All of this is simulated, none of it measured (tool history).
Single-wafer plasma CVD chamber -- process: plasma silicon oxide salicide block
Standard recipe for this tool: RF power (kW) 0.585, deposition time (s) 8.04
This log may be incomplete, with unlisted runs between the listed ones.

run	day	RF power (kW)	deposition time (s)	wafers since the last listed run	hours since the last RF generator calibration	hours since the showerhead was replaced	hours since the gauge calibration	read-back reference wafer on the same gauge, thickness_nm	mean film thickness on the monitor wafer (Å)
1	0	0.545	6.97	0	761.7	2790.5	1314.9	71.058	634.3
2	3.329	0.515	8.04	2174	841.6	2870.4	1394.8	71.221	724.87
3	5.467	0.515	8.04	1395	892.9	2921.7	1446.1	71.094	720.81
4	7.025	0.67	8.04	1017	930.3	2959.1	1483.5	71.169	780.7
5	9.592	0.585	6.78	1676	991.9	3020.7	1545.1	71.173	627.4
6	11.671	0.585	6.78	1357	1041.8	3070.6	1595	71.186	630.44
7	13.979	0.585	6.78	1507	1097.2	3126	1650.4	71.05	627.29
8	20.575	0.545	8.04	4307	1255.5	3284.3	1808.7	71.132	729.35
9	24.567	0.545	8.04	2606	1351.3	3380.1	1904.5	71.123	724.24
10	26.238	0.585	8.04	1091	1391.4	3420.2	1944.6	71.059	744.53
11	28.004	0.585	8.04	1153	1433.8	3462.6	1987	71.122	743.19
12	30.796	0.585	8.04	1823	1500.8	3529.6	2054	70.937	742.83
13	34.704	0.585	8.04	2552	1594.6	3623.4	2147.8	71.075	742.98
14	36.575	0.66	7.52	1221	1639.5	3668.3	2192.7	71.072	714.51
15	38.912	0.66	7.52	1526	1695.6	3724.4	2248.8	71.191	718.27
16	42.488	0.585	9.57	2334	1781.4	3810.2	2334.6	71.077	874.61
# day 43.821: RF generator calibrated
17	46.117	0.585	6.78	2152	55.1	3897.3	2421.7	71.172	632.79
18	48.308	0.68	8.5	1431	107.7	3949.9	2474.3	71.119	830.01
# day 49.675: gauge calibrated
19	51.717	0.69	9.14	2225	189.5	4031.7	49	71.156	894.59
20	56.167	0.52	9.41	2906	296.3	4138.5	155.8	71.067	859.13
# day 57.983: showerhead replaced
21	58.483	0.66	7.01	1295	351.9	12	211.4	71.06	674.5
22	60.858	0.675	7.05	1551	408.9	69	268.4	71.115	683.37
23	64.021	0.585	8.76	2065	484.8	144.9	344.3	71.071	819.96
24	68.012	0.51	8.04	2606	580.6	240.7	440.1	71.056	724.52
25	70.096	0.585	8.04	1360	630.6	290.7	490.1	71.013	745.31
26	74.558	0.585	8.04	2914	737.7	397.8	597.2	71.195	750.66
27	76.204	0.5	8.75	1074	777.2	437.3	636.7	71.166	779.4
28	79.504	0.585	6.78	2155	856.4	516.5	715.9	71.105	630.5
29	82.108	0.585	6.78	1700	918.9	579	778.4	71.21	629.99
30	85.488	0.585	8.04	2206	1000	660.1	859.5	71.188	745.81
31	88.775	0.47	9.2	2146	1078.9	739	938.4	71.174	798.7

Alternative continuations, all from the tool just after run 31; predict every row:
A	88.792	0.585	8.45	10	1079.3	739.4	938.8	?	?
B	88.792	0.69	8.04	10	1079.3	739.4	938.8	?	?
C	88.792	0.49	7.45	10	1079.3	739.4	938.8	?	?
D	88.792	0.55	8.79	10	1079.3	739.4	938.8	?	?

run	read-back reference wafer on the same gauge, thickness_nm	mean film thickness on the monitor wafer (Å)
A	71.127	787.07
B	71.127	784.58
C	71.127	660.45
D	71.127	804.71
Stripped of hidden state, with their random variation kept, the same runs would have yielded:
run	mean film thickness on the monitor wafer (Å)
A	793.69
B	791.18
C	666.01
D	811.48

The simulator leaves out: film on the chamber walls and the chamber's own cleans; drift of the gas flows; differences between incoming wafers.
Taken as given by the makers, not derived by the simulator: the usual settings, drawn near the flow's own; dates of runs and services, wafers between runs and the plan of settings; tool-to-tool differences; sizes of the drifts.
